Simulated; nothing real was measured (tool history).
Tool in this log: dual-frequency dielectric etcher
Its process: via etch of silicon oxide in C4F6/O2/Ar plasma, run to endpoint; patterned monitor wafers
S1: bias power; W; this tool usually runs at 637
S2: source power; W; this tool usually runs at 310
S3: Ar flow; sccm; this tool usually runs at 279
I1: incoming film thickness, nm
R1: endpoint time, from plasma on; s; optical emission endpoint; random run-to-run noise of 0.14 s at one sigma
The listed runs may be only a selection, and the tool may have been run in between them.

run 1 day=0.000 | S1=637 S2=310 S3=279 | I1=128.9 | R1=28.6
run 2 day=1.467 | S1=637 S2=310 S3=279 | I1=130.2 | R1=29.0
run 3 day=3.554 | S1=637 S2=310 S3=279 | I1=130.4 | R1=29.4
-- day=4.633 wet clean of the chamber
run 4 day=6.100 | S1=637 S2=310 S3=279 | I1=130.5 | R1=27.8
run 5 day=8.575 | S1=637 S2=290 S3=279 | I1=129.6 | R1=28.7
run 6 day=11.254 | S1=637 S2=310 S3=279 | I1=130.5 | R1=28.6
run 7 day=13.758 | S1=637 S2=310 S3=279 | I1=129.8 | R1=28.2
run 8 day=16.217 | S1=637 S2=310 S3=279 | I1=130.0 | R1=28.6
run 9 day=18.196 | S1=637 S2=310 S3=279 | I1=129.9 | R1=28.8
run 10 day=19.733 | S1=637 S2=310 S3=279 | I1=128.5 | R1=28.7
run 11 day=22.525 | S1=637 S2=310 S3=279 | I1=130.9 | R1=29.3
run 12 day=24.696 | S1=637 S2=310 S3=279 | I1=130.1 | R1=29.3
-- day=25.875 Ar flow controller replaced
-- day=26.508 wet clean of the chamber
run 13 day=27.250 | S1=637 S2=270 S3=301 | I1=129.9 | R1=29.6
-- day=27.433 bias power generator calibrated
run 14 day=29.062 | S1=527 S2=350 S3=251 | I1=129.1 | R1=28.8
run 15 day=31.721 | S1=637 S2=350 S3=279 | I1=129.2 | R1=27.3
-- day=37.512 source power generator calibrated
-- day=39.658 upper electrode replaced
run 16 day=39.879 | S1=637 S2=350 S3=241 | I1=130.0 | R1=27.3

Expected results for the next run?
run 17 day=42.583 | S1=755 S2=350 S3=279 | I1=130.0 | R1=?

R1: 25.9 s
The same run, on a tool lacking any hidden state, would have yielded R1 24.8 s.
